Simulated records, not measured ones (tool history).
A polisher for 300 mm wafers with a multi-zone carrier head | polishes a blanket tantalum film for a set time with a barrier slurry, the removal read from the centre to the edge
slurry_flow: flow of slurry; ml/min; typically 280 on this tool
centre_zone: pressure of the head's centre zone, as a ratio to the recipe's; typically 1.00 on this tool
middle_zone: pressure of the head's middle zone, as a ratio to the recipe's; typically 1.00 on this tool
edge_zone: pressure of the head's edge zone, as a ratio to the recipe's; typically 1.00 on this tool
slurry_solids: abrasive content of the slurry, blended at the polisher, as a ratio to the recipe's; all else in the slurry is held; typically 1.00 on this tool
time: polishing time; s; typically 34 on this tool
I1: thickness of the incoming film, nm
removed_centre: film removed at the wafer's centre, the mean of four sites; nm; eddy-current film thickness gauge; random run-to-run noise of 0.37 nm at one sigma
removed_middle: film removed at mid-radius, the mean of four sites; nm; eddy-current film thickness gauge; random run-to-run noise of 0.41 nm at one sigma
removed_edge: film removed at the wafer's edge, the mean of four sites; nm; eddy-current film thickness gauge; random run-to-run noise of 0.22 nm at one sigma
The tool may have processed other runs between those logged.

{"run": 1, "hour": 0.0, "slurry_flow": 280, "centre_zone": 0.93, "middle_zone": 1.0, "edge_zone": 1.0, "slurry_solids": 1.0, "time": 34, "I1": 288.6, "removed_centre": 27.8, "removed_middle": 29.7, "removed_edge": 28.9}
{"run": 2, "hour": 28.8, "slurry_flow": 280, "centre_zone": 1.0, "middle_zone": 1.0, "edge_zone": 1.0, "slurry_solids": 1.0, "time": 34, "I1": 292.8, "removed_centre": 28.9, "removed_middle": 30.6, "removed_edge": 28.8}
{"run": 3, "hour": 71.7, "slurry_flow": 280, "centre_zone": 1.0, "middle_zone": 1.0, "edge_zone": 1.0, "slurry_solids": 1.0, "time": 34, "I1": 283.9, "removed_centre": 28.8, "removed_middle": 29.2, "removed_edge": 28.4}
{"run": 4, "hour": 114.0, "slurry_flow": 280, "centre_zone": 1.0, "middle_zone": 1.06, "edge_zone": 1.0, "slurry_solids": 1.0, "time": 34, "I1": 290.9, "removed_centre": 28.9, "removed_middle": 30.5, "removed_edge": 27.6}
{"hour": 146.4, "done": "worn pad replaced by a new one"}
{"run": 5, "hour": 154.8, "slurry_flow": 280, "centre_zone": 0.97, "middle_zone": 0.92, "edge_zone": 0.95, "slurry_solids": 1.0, "time": 34, "I1": 285.5, "removed_centre": 32.1, "removed_middle": 31.7, "removed_edge": 31.7}
{"hour": 166.3, "done": "slurry nozzle cleaned"}
{"hour": 188.8, "done": "centre zone pressure recalibrated"}
{"run": 6, "hour": 191.0, "slurry_flow": 280, "centre_zone": 1.03, "middle_zone": 1.0, "edge_zone": 1.08, "slurry_solids": 0.8, "time": 34, "I1": 290.0, "removed_centre": 31.3, "removed_middle": 30.2, "removed_edge": 30.6}
{"run": 7, "hour": 217.7, "slurry_flow": 280, "centre_zone": 1.0, "middle_zone": 1.0, "edge_zone": 1.12, "slurry_solids": 0.75, "time": 34, "I1": 287.0, "removed_centre": 29.3, "removed_middle": 29.6, "removed_edge": 30.3}
{"run": 8, "hour": 268.3, "slurry_flow": 280, "centre_zone": 1.0, "middle_zone": 1.0, "edge_zone": 0.89, "slurry_solids": 1.0, "time": 27, "I1": 296.2, "removed_centre": 24.9, "removed_middle": 25.8, "removed_edge": 23.1}
{"run": 9, "hour": 329.9, "slurry_flow": 280, "centre_zone": 1.0, "middle_zone": 1.0, "edge_zone": 1.0, "slurry_solids": 1.0, "time": 34, "I1": 291.5, "removed_centre": 31.8, "removed_middle": 31.6, "removed_edge": 30.3}
{"run": 10, "hour": 365.9, "slurry_flow": 280, "centre_zone": 1.0, "middle_zone": 1.0, "edge_zone": 1.0, "slurry_solids": 1.0, "time": 34, "I1": 290.5, "removed_centre": 30.7, "removed_middle": 31.1, "removed_edge": 30.2}
{"run": 11, "hour": 427.5, "slurry_flow": 280, "centre_zone": 0.91, "middle_zone": 1.0, "edge_zone": 1.1, "slurry_solids": 1.0, "time": 34, "I1": 290.5, "removed_centre": 27.9, "removed_middle": 30.9, "removed_edge": 30.9}
{"run": 12, "hour": 480.7, "slurry_flow": 220, "centre_zone": 1.0, "middle_zone": 1.0, "edge_zone": 1.08, "slurry_solids": 1.0, "time": 26, "I1": 287.6, "removed_centre": 22.0, "removed_middle": 22.3, "removed_edge": 22.7}
{"hour": 521.1, "done": "worn pad replaced by a new one"}
{"run": 13, "hour": 541.0, "slurry_flow": 280, "centre_zone": 1.0, "middle_zone": 1.0, "edge_zone": 1.0, "slurry_solids": 1.0, "time": 38, "I1": 290.7, "removed_centre": 36.4, "removed_middle": 37.5, "removed_edge": 36.3}
{"run": 14, "hour": 572.0, "slurry_flow": 280, "centre_zone": 0.94, "middle_zone": 1.0, "edge_zone": 1.0, "slurry_solids": 1.15, "time": 29, "I1": 289.5, "removed_centre": 27.4, "removed_middle": 29.3, "removed_edge": 28.7}
{"run": 15, "hour": 625.7, "slurry_flow": 280, "centre_zone": 1.0, "middle_zone": 1.0, "edge_zone": 1.0, "slurry_solids": 1.0, "time": 34, "I1": 292.6, "removed_centre": 32.3, "removed_middle": 31.6, "removed_edge": 31.7}
{"hour": 638.1, "done": "centre zone pressure recalibrated"}
{"run": 16, "hour": 668.3, "slurry_flow": 245, "centre_zone": 1.07, "middle_zone": 1.08, "edge_zone": 1.04, "slurry_solids": 1.0, "time": 34, "I1": 291.2, "removed_centre": 32.7, "removed_middle": 33.9, "removed_edge": 31.0}
{"hour": 707.7, "done": "slurry nozzle cleaned"}
{"run": 17, "hour": 708.8, "slurry_flow": 355, "centre_zone": 1.06, "middle_zone": 0.92, "edge_zone": 1.0, "slurry_solids": 1.0, "time": 23, "I1": 285.1, "removed_centre": 22.6, "removed_middle": 20.2, "removed_edge": 21.0}
{"hour": 727.7, "done": "carrier head's membrane replaced by a new one"}
{"run": 18, "hour": 754.7, "slurry_flow": 280, "centre_zone": 1.04, "middle_zone": 1.0, "edge_zone": 1.0, "slurry_solids": 1.0, "time": 34, "I1": 288.9, "removed_centre": 31.9, "removed_middle": 31.2, "removed_edge": 30.4}
{"run": 19, "hour": 810.7, "slurry_flow": 280, "centre_zone": 1.0, "middle_zone": 1.0, "edge_zone": 1.0, "slurry_solids": 1.0, "time": 34, "I1": 293.2, "removed_centre": 30.1, "removed_middle": 31.4, "removed_edge": 29.9}
{"run": 20, "hour": 836.3, "slurry_flow": 280, "centre_zone": 0.9, "middle_zone": 1.0, "edge_zone": 1.0, "slurry_solids": 1.0, "time": 34, "I1": 288.1, "removed_centre": 27.3, "removed_middle": 30.2, "removed_edge": 29.2}
{"run": 21, "hour": 874.6, "slurry_flow": 280, "centre_zone": 1.0, "middle_zone": 0.94, "edge_zone": 1.09, "slurry_solids": 1.0, "time": 29, "I1": 293.1, "removed_centre": 24.9, "removed_middle": 24.5, "removed_edge": 25.8}
{"hour": 882.6, "done": "worn pad replaced by a new one"}
{"run": 22, "hour": 939.7, "slurry_flow": 280, "centre_zone": 1.0, "middle_zone": 1.0, "edge_zone": 0.88, "slurry_solids": 1.0, "time": 34, "I1": 293.5, "removed_centre": 32.9, "removed_middle": 33.0, "removed_edge": 30.1}

Consider 4 possible next runs. They are alternatives, not a sequence: every one starts from the tool as it was left by run 22. What does each give?
{"run": "A", "hour": 940.1, "slurry_flow": 280, "centre_zone": 1.0, "middle_zone": 1.0, "edge_zone": 1.0, "slurry_solids": 1.0, "time": 34, "I1": 287.0, "removed_centre": "?", "removed_middle": "?", "removed_edge": "?"}
{"run": "B", "hour": 940.1, "slurry_flow": 280, "centre_zone": 1.0, "middle_zone": 1.05, "edge_zone": 1.05, "slurry_solids": 1.0, "time": 34, "I1": 287.0, "removed_centre": "?", "removed_middle": "?", "removed_edge": "?"}
{"run": "C", "hour": 940.1, "slurry_flow": 280, "centre_zone": 1.0, "middle_zone": 0.92, "edge_zone": 1.0, "slurry_solids": 1.0, "time": 34, "I1": 287.0, "removed_centre": "?", "removed_middle": "?", "removed_edge": "?"}
{"run": "D", "hour": 940.1, "slurry_flow": 280, "centre_zone": 1.0, "middle_zone": 0.95, "edge_zone": 1.11, "slurry_solids": 1.0, "time": 34, "I1": 287.0, "removed_centre": "?", "removed_middle": "?", "removed_edge": "?"}

run=A removed_centre=32.8 removed_middle=33.0 removed_edge=32.2
run=B removed_centre=32.8 removed_middle=34.4 removed_edge=33.0
run=C removed_centre=32.8 removed_middle=30.8 removed_edge=32.3
run=D removed_centre=32.8 removed_middle=31.6 removed_edge=34.0
Stripped of hidden state, with their random variation kept, the same runs would have yielded:
run=A removed_centre=33.5 removed_middle=33.7 removed_edge=32.9
run=B removed_centre=33.6 removed_middle=35.1 removed_edge=33.7
run=C removed_centre=33.5 removed_middle=31.4 removed_edge=33.0
run=D removed_centre=33.5 removed_middle=32.3 removed_edge=34.7
